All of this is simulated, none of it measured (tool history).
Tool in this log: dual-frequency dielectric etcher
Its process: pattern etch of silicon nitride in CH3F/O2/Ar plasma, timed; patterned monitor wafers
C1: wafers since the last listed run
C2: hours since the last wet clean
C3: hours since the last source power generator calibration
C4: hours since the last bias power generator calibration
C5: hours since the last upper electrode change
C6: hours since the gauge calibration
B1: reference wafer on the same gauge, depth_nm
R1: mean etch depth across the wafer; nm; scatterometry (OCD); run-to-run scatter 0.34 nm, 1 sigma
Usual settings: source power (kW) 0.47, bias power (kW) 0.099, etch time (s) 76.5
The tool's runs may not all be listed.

run 1 day=0 | source_power_(kW)=0.47 bias_power_(kW)=0.099 etch_time_(s)=76.5 | C1=0 C2=166.3 C3=3133.5 C4=2231.7 C5=3936.4 C6=186.8 | B1=76.2 | R1=70.9
run 2 day=0.692 | source_power_(kW)=0.56 bias_power_(kW)=0.099 etch_time_(s)=76.5 | C1=174 C2=182.9 C3=3150.1 C4=2248.3 C5=3953 C6=203.4 | B1=76.1 | R1=76.6
run 3 day=1.708 | source_power_(kW)=0.56 bias_power_(kW)=0.099 etch_time_(s)=76.5 | C1=257 C2=207.3 C3=3174.5 C4=2272.7 C5=3977.4 C6=227.8 | B1=76 | R1=76.4
run 4 day=3.192 | source_power_(kW)=0.47 bias_power_(kW)=0.099 etch_time_(s)=76.5 | C1=375 C2=242.9 C3=3210.1 C4=2308.3 C5=4013 C6=263.4 | B1=76 | R1=70.7
run 5 day=4.45 | source_power_(kW)=0.47 bias_power_(kW)=0.099 etch_time_(s)=76.5 | C1=318 C2=273.1 C3=3240.3 C4=2338.5 C5=4043.2 C6=293.6 | B1=76.1 | R1=71
run 6 day=5.892 | source_power_(kW)=0.47 bias_power_(kW)=0.099 etch_time_(s)=76.5 | C1=364 C2=307.7 C3=3274.9 C4=2373.1 C5=4077.8 C6=328.2 | B1=76 | R1=71.3
run 7 day=6.817 | source_power_(kW)=0.47 bias_power_(kW)=0.099 etch_time_(s)=76.5 | C1=234 C2=329.9 C3=3297.1 C4=2395.3 C5=4100 C6=350.4 | B1=76 | R1=70.8
run 8 day=8.258 | source_power_(kW)=0.47 bias_power_(kW)=0.099 etch_time_(s)=76.5 | C1=364 C2=364.5 C3=3331.7 C4=2429.9 C5=4134.6 C6=385 | B1=76.2 | R1=70.8
-- day=9.392 upper electrode replaced
-- day=9.575 wet clean of the chamber
run 9 day=9.596 | source_power_(kW)=0.47 bias_power_(kW)=0.099 etch_time_(s)=76.5 | C1=38 C2=0.5 C3=3363.8 C4=2462 C5=4.9 C6=417.1 | B1=76.1 | R1=70.7
run 10 day=10.546 | source_power_(kW)=0.47 bias_power_(kW)=0.099 etch_time_(s)=76.5 | C1=240 C2=23.3 C3=3386.6 C4=2484.8 C5=27.7 C6=439.9 | B1=76.1 | R1=70.6
-- day=11.408 bias power generator calibrated
run 11 day=11.808 | source_power_(kW)=0.47 bias_power_(kW)=0.099 etch_time_(s)=76.5 | C1=277 C2=53.6 C3=3416.9 C4=9.6 C5=58 C6=470.2 | B1=76 | R1=70.9
-- day=12.692 gauge calibrated
run 12 day=13.188 | source_power_(kW)=0.47 bias_power_(kW)=0.099 etch_time_(s)=76.5 | C1=348 C2=86.7 C3=3450 C4=42.7 C5=91.1 C6=11.9 | B1=76.1 | R1=70.7
run 13 day=14.312 | source_power_(kW)=0.47 bias_power_(kW)=0.099 etch_time_(s)=76.5 | C1=284 C2=113.7 C3=3477 C4=69.7 C5=118.1 C6=38.9 | B1=76.1 | R1=71.4
run 14 day=15.129 | source_power_(kW)=0.47 bias_power_(kW)=0.099 etch_time_(s)=76.5 | C1=206 C2=133.3 C3=3496.6 C4=89.3 C5=137.7 C6=58.5 | B1=76.1 | R1=70.5
run 15 day=16.617 | source_power_(kW)=0.47 bias_power_(kW)=0.099 etch_time_(s)=76.5 | C1=376 C2=169 C3=3532.3 C4=125 C5=173.4 C6=94.2 | B1=76.1 | R1=70.9
run 16 day=17.979 | source_power_(kW)=0.47 bias_power_(kW)=0.099 etch_time_(s)=76.5 | C1=344 C2=201.7 C3=3565 C4=157.7 C5=206.1 C6=126.9 | B1=76.1 | R1=70.6
run 17 day=19.012 | source_power_(kW)=0.35 bias_power_(kW)=0.099 etch_time_(s)=91.5 | C1=261 C2=226.5 C3=3589.8 C4=182.5 C5=230.9 C6=151.7 | B1=76.2 | R1=74.2

Run 18 is up next; what results do you expect?
run 18 day=19.812 | source_power_(kW)=0.47 bias_power_(kW)=0.117 etch_time_(s)=76.5 | C1=202 C2=245.7 C3=3609 C4=201.7 C5=250.1 C6=170.9 | B1=? | R1=?

{"run 18": {"B1": 76, "R1": 75.3}}
The same run, on a tool lacking any hidden state, would have yielded R1 75.3 nm.

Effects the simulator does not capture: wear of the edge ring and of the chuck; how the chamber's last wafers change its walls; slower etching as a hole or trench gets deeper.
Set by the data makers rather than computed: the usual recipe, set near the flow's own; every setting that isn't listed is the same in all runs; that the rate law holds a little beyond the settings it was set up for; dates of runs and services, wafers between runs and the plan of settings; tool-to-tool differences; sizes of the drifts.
